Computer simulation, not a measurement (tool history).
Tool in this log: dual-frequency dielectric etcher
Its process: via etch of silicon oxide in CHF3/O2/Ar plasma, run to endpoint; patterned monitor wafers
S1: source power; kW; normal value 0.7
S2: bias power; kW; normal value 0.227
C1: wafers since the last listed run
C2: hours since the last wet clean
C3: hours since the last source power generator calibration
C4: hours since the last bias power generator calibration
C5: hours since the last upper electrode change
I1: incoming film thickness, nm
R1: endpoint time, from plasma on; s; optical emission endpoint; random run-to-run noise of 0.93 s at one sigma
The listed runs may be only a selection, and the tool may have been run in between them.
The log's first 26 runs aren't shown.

run,hour,S1,S2,C1,C2,C3,C4,C5,I1,R1
27,1349.2,0.86,0.275,226,191.9,882.3,292.8,834.5,457.9,188.1
28,1384.6,0.7,0.227,175,227.3,917.7,328.2,869.9,457.4,205.5
29,1444.8,0.7,0.181,298,287.5,977.9,388.4,930.1,460.1,219.6
30,1513.3,0.7,0.227,339,356,1046.4,456.9,998.6,457.1,205.7
31,1584.9,0.7,0.179,355,427.6,1118,528.5,1070.2,457.1,218.4
32,1686.4,0.7,0.227,503,529.1,1219.5,630,1171.7,454.3,204
33,1710.9,0.62,0.259,121,553.6,1244,654.5,1196.2,455.4,203.5
34,1773.3,0.58,0.259,309,616,1306.4,716.9,1258.6,456.4,206.5
35,1806,0.53,0.189,162,648.7,1339.1,749.6,1291.3,454.6,227.4

What if the next run were any one of these 4? Each begins from the tool's condition after run 35:
A,1806.5,0.8,0.227,2,649.2,1339.6,750.1,1291.8,452.5,?
B,1806.5,0.87,0.227,2,649.2,1339.6,750.1,1291.8,452.5,?
C,1806.5,0.52,0.176,2,649.2,1339.6,750.1,1291.8,452.5,?
D,1806.5,0.77,0.279,2,649.2,1339.6,750.1,1291.8,452.5,?

run,R1
A,195.1
B,190.4
C,232.2
D,187.3
Without the tool's hidden state the same runs would have given:
run,R1
A,201.7
B,196.9
C,240
D,193.6
